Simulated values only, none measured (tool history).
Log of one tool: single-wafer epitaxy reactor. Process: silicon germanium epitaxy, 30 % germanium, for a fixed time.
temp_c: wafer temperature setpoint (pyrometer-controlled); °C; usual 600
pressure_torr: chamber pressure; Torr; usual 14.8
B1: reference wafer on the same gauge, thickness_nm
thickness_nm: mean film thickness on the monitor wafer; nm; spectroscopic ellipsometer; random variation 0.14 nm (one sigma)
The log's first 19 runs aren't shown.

run 20 hour=1401.5 | temp_c=600 pressure_torr=14.8 | B1=62.600 | thickness_nm=53.612
run 21 hour=1492.2 | temp_c=600 pressure_torr=14.8 | B1=62.593 | thickness_nm=53.641
run 22 hour=1597.0 | temp_c=592 pressure_torr=16.6 | B1=62.604 | thickness_nm=49.056
run 23 hour=1637.6 | temp_c=587 pressure_torr=14.8 | B1=62.582 | thickness_nm=42.834
run 24 hour=1674.8 | temp_c=600 pressure_torr=14.8 | B1=62.583 | thickness_nm=53.732
run 25 hour=1736.4 | temp_c=590 pressure_torr=16.5 | B1=62.628 | thickness_nm=47.160
-- hour=1796.9 capacitance manometer re-zeroed and calibrated
run 26 hour=1818.3 | temp_c=587 pressure_torr=12.1 | B1=62.566 | thickness_nm=39.428
run 27 hour=1866.1 | temp_c=600 pressure_torr=12.9 | B1=62.623 | thickness_nm=50.309

Run 28 comes next. What will it give?
run 28 hour=1935.7 | temp_c=613 pressure_torr=17.2 | B1=? | thickness_nm=?

B1: 62.628
thickness_nm: 70.478 nm
Without the tool's hidden state the same run would have given thickness_nm 70.608 nm.

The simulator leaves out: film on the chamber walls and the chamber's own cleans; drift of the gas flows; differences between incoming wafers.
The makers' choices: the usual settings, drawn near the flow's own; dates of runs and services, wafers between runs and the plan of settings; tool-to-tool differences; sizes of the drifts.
